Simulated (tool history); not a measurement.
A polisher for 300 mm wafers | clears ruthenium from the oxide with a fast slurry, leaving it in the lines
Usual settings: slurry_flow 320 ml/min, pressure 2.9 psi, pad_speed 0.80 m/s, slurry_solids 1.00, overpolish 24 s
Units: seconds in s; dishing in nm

run,hour,slurry_flow,pressure,pad_speed,slurry_solids,overpolish,wafers since the last listed run,wafers polished on this pad,hours since the slurry nozzle was cleaned,hours since the head pressure was calibrated,hours since the slurry blender was calibrated,"incoming thickness of the incoming film, nm",seconds,dishing
1,0.0,275,2.9,0.80,1.00,24,0,300,83.1,200.1,177.2,197.9,64.9,60.9
2,33.4,275,2.9,0.80,1.00,24,316,617,116.5,233.5,210.6,199.7,65.5,62.5
3,85.6,275,2.9,0.80,1.00,24,494,1111,168.7,285.7,262.8,201.7,64.3,61.2
4,154.3,320,2.9,0.80,1.00,24,650,1762,237.4,354.4,331.5,198.4,63.3,61.8
# hour 177.1: worn pad replaced by a new one
5,193.8,320,2.9,0.80,1.00,34,336,158,276.9,393.9,371.0,198.8,63.2,83.9
# hour 225.5: slurry blender recalibrated
6,240.0,320,2.6,0.80,1.00,34,418,576,323.1,440.1,14.5,200.2,67.5,76.1
7,277.2,270,2.9,0.80,1.00,24,352,929,360.3,477.3,51.7,196.6,62.5,60.4
8,343.1,270,2.9,0.80,1.00,24,624,1553,426.2,543.2,117.6,200.8,64.5,61.1
# hour 377.0: worn pad replaced by a new one
9,378.2,320,2.9,0.80,1.00,24,294,11,461.3,578.3,152.7,202.0,62.8,61.8
# hour 407.4: head pressure recalibrated
10,415.2,320,2.9,0.80,1.00,24,331,342,498.3,7.8,189.7,199.9,66.6,60.0
11,441.5,320,2.9,0.80,1.00,24,249,591,524.6,34.1,216.0,197.9,65.5,59.5
12,474.1,320,2.9,0.80,1.00,24,308,900,557.2,66.7,248.6,200.6,64.5,60.0
13,502.5,320,2.9,1.02,1.00,37,269,1169,585.6,95.1,277.0,199.0,53.9,102.7
14,539.4,320,2.9,0.80,1.00,24,349,1519,622.5,132.0,313.9,203.3,64.9,62.1
# hour 565.0: slurry nozzle cleaned
15,566.9,215,3.6,0.56,1.30,24,251,1770,1.9,159.5,341.4,200.3,67.5,60.5
# hour 604.7: worn pad replaced by a new one
16,626.3,410,2.9,0.80,1.00,19,524,205,61.3,218.9,400.8,202.5,63.7,51.2
17,674.0,320,2.3,0.80,1.25,24,451,657,109.0,266.6,448.5,200.9,64.1,62.5
# hour 723.8: slurry blender recalibrated
# hour 821.1: worn pad replaced by a new one
18,839.6,320,2.9,0.80,1.00,24,1512,175,274.6,432.2,115.8,200.4,61.1,63.6
# hour 865.2: head pressure recalibrated
19,902.7,290,2.5,0.70,1.15,24,578,754,337.7,37.5,178.9,204.4,76.3,51.7
20,967.1,320,2.9,0.80,0.80,24,610,1364,402.1,101.9,243.3,198.3,75.1,51.0
21,1016.1,320,3.6,0.80,1.00,24,464,1829,451.1,150.9,292.3,200.3,57.6,66.0
22,1054.0,320,3.6,0.80,1.00,24,359,2188,489.0,188.8,330.2,201.5,57.7,67.7
# hour 1081.4: worn pad replaced by a new one
23,1118.1,320,2.0,0.80,1.00,24,569,347,553.1,252.9,394.3,199.4,78.5,48.6
24,1148.4,320,2.9,0.68,1.00,24,287,634,583.4,283.2,424.6,201.0,74.5,51.7

Forecast each of these 3 alternatives for the next run:
A,1148.8,320,2.9,0.98,1.00,24,3,638,583.8,283.6,425.0,197.4,?,?
B,1148.8,320,2.9,0.88,1.00,24,3,638,583.8,283.6,425.0,197.4,?,?
C,1148.8,320,2.9,0.80,1.00,37,3,638,583.8,283.6,425.0,197.4,?,?

run,seconds,dishing
A,54.8,70.3
B,60.1,65.1
C,65.0,87.1
Without the tool's hidden state the same runs would have given:
run,seconds,dishing
A,57.9,67.1
B,63.4,62.1
C,68.7,83.4
